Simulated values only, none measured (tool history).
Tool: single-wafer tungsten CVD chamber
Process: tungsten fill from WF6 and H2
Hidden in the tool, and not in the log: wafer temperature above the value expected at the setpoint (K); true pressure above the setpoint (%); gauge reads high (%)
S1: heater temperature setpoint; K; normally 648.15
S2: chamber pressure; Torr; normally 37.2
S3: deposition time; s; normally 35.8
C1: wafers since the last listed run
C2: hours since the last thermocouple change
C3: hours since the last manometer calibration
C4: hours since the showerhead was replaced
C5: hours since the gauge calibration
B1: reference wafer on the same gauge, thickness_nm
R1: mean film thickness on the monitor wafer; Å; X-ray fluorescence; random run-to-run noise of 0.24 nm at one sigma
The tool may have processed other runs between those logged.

| run | day | S1 | S2 | S3 | C1 | C2 | C3 | C4 | C5 | B1 | R1 |
|---|---|---|---|---|---|---|---|---|---|---|---|
| 1 | 0.000 | 648.15 | 37.2 | 35.8 | 0 | 1871.7 | 1175.1 | 2613.3 | 27.0 | 66.391 | 792.94 |
| 2 | 0.679 | 648.15 | 37.2 | 35.8 | 375 | 1888.0 | 1191.4 | 2629.6 | 43.3 | 66.443 | 797.86 |
| 3 | 1.412 | 648.15 | 37.2 | 33.0 | 405 | 1905.6 | 1209.0 | 2647.2 | 60.9 | 66.435 | 734.20 |
| 4 | 2.029 | 648.15 | 37.2 | 33.0 | 340 | 1920.4 | 1223.8 | 2662.0 | 75.7 | 66.329 | 730.86 |
| 5 | 2.767 | 659.15 | 43.5 | 35.8 | 407 | 1938.1 | 1241.5 | 2679.7 | 93.4 | 66.417 | 1093.02 |
| 6 | 3.333 | 643.15 | 37.2 | 35.8 | 313 | 1951.7 | 1255.1 | 2693.3 | 107.0 | 66.394 | 710.07 |
| 7 | 4.067 | 643.15 | 37.2 | 35.8 | 405 | 1969.3 | 1272.7 | 2710.9 | 124.6 | 66.441 | 712.28 |
| 8 | 4.700 | 643.15 | 37.2 | 35.8 | 349 | 1984.5 | 1287.9 | 2726.1 | 139.8 | 66.398 | 708.48 |
| 9 | 5.175 | 648.15 | 37.2 | 35.8 | 262 | 1995.9 | 1299.3 | 2737.5 | 151.2 | 66.385 | 797.50 |
| 10 | 5.612 | 648.15 | 37.2 | 35.8 | 241 | 2006.4 | 1309.8 | 2748.0 | 161.7 | 66.353 | 799.75 |
| 11 | 5.954 | 648.15 | 37.2 | 35.8 | 188 | 2014.6 | 1318.0 | 2756.2 | 169.9 | 66.443 | 801.62 |
| 12 | 6.679 | 648.15 | 31.0 | 35.8 | 400 | 2032.0 | 1335.4 | 2773.6 | 187.3 | 66.462 | 737.57 |
| 13 | 7.075 | 648.15 | 37.2 | 35.8 | 218 | 2041.5 | 1344.9 | 2783.1 | 196.8 | 66.367 | 795.99 |
|  | 7.417 | thermocouple changed; heater temperature recalibrated |
| 14 | 7.438 | 648.15 | 37.2 | 35.8 | 16 | 0.5 | 1353.6 | 2791.8 | 205.5 | 66.396 | 844.39 |
| 15 | 7.896 | 648.15 | 37.2 | 35.8 | 253 | 11.5 | 1364.6 | 2802.8 | 216.5 | 66.374 | 850.46 |
| 16 | 8.638 | 648.15 | 30.3 | 35.8 | 409 | 29.3 | 1382.4 | 2820.6 | 234.3 | 66.462 | 773.74 |
| 17 | 9.254 | 648.15 | 30.3 | 35.8 | 340 | 44.1 | 1397.2 | 2835.4 | 249.1 | 66.439 | 775.38 |
|  | 9.792 | capacitance manometer re-zeroed and calibrated |
| 18 | 9.812 | 663.15 | 42.5 | 35.8 | 124 | 57.5 | 0.5 | 2848.8 | 262.5 | 66.408 | 1253.48 |
| 19 | 10.300 | 658.15 | 33.2 | 31.3 | 269 | 69.2 | 12.2 | 2860.5 | 274.2 | 66.379 | 883.39 |
| 20 | 11.025 | 648.15 | 32.0 | 28.9 | 400 | 86.6 | 29.6 | 2877.9 | 291.6 | 66.333 | 643.86 |
|  | 11.400 | showerhead replaced |
| 21 | 11.421 | 648.15 | 37.2 | 35.8 | 34 | 96.1 | 39.1 | 0.5 | 301.1 | 66.421 | 856.34 |
|  | 11.925 | thermocouple changed; heater temperature recalibrated, repeated, since the last time left the tool worse |
| 22 | 12.962 | 655.15 | 37.2 | 39.1 | 667 | 24.9 | 76.1 | 37.5 | 338.1 | 66.424 | 911.45 |
| 23 | 13.671 | 648.15 | 37.2 | 35.8 | 391 | 41.9 | 93.1 | 54.5 | 355.1 | 66.332 | 711.78 |
| 24 | 14.158 | 637.15 | 41.3 | 35.8 | 269 | 53.6 | 104.8 | 66.2 | 366.8 | 66.349 | 571.79 |
| 25 | 14.721 | 638.15 | 37.2 | 35.8 | 310 | 67.1 | 118.3 | 79.7 | 380.3 | 66.438 | 559.84 |
| 26 | 15.308 | 662.15 | 43.1 | 41.3 | 324 | 81.2 | 132.4 | 93.8 | 394.4 | 66.416 | 1213.22 |
| 27 | 15.683 | 648.15 | 37.2 | 35.8 | 207 | 90.2 | 141.4 | 102.8 | 403.4 | 66.378 | 710.13 |
|  | 16.088 | gauge calibrated |
| 28 | 16.425 | 633.15 | 37.2 | 40.6 | 409 | 108.0 | 159.2 | 120.6 | 8.1 | 66.447 | 562.28 |
| 29 | 16.733 | 648.15 | 37.2 | 35.8 | 170 | 115.4 | 166.6 | 128.0 | 15.5 | 66.465 | 711.88 |
| 30 | 17.475 | 638.15 | 31.3 | 39.1 | 409 | 133.2 | 184.4 | 145.8 | 33.3 | 66.397 | 565.75 |
| 31 | 18.150 | 655.15 | 37.2 | 35.8 | 372 | 149.4 | 200.6 | 162.0 | 49.5 | 66.368 | 842.03 |
| 32 | 18.825 | 648.15 | 31.1 | 32.9 | 372 | 165.6 | 216.8 | 178.2 | 65.7 | 66.338 | 606.30 |
| 33 | 19.179 | 648.15 | 31.4 | 31.5 | 195 | 174.1 | 225.3 | 186.7 | 74.2 | 66.471 | 586.59 |
| 34 | 19.683 | 648.15 | 37.2 | 35.8 | 278 | 186.2 | 237.4 | 198.8 | 86.3 | 66.397 | 714.25 |
| 35 | 20.254 | 661.15 | 37.2 | 42.2 | 315 | 199.9 | 251.1 | 212.5 | 100.0 | 66.399 | 1133.23 |

Below, each run's measurement less what the same run would have read without the hidden state. Both values contain the same run-to-run variation, but the gauge's scatter may not be the same in both:
| run | R1 |
|---|---|
| 1 | +81.59 |
| 2 | +82.72 |
| 3 | +76.73 |
| 4 | +76.89 |
| 5 | +109.23 |
| 6 | +77.23 |
| 7 | +78.07 |
| 8 | +78.18 |
| 9 | +86.74 |
| 10 | +87.38 |
| 11 | +87.89 |
| 12 | +81.48 |
| 13 | +88.28 |
| 14 | +135.71 |
| 15 | +137.10 |
| 16 | +125.34 |
| 17 | +126.11 |
| 18 | +189.14 |
| 19 | +137.47 |
| 20 | +105.91 |
| 21 | +141.22 |
| 22 | -0.15 |
| 23 | +0.54 |
| 24 | +0.83 |
| 25 | +1.24 |
| 26 | +3.22 |
| 27 | +2.39 |
| 28 | +2.61 |
| 29 | +3.37 |
| 30 | +3.38 |
| 31 | +5.34 |
| 32 | +4.52 |
| 33 | +4.64 |
| 34 | +6.12 |
| 35 | +9.82 |
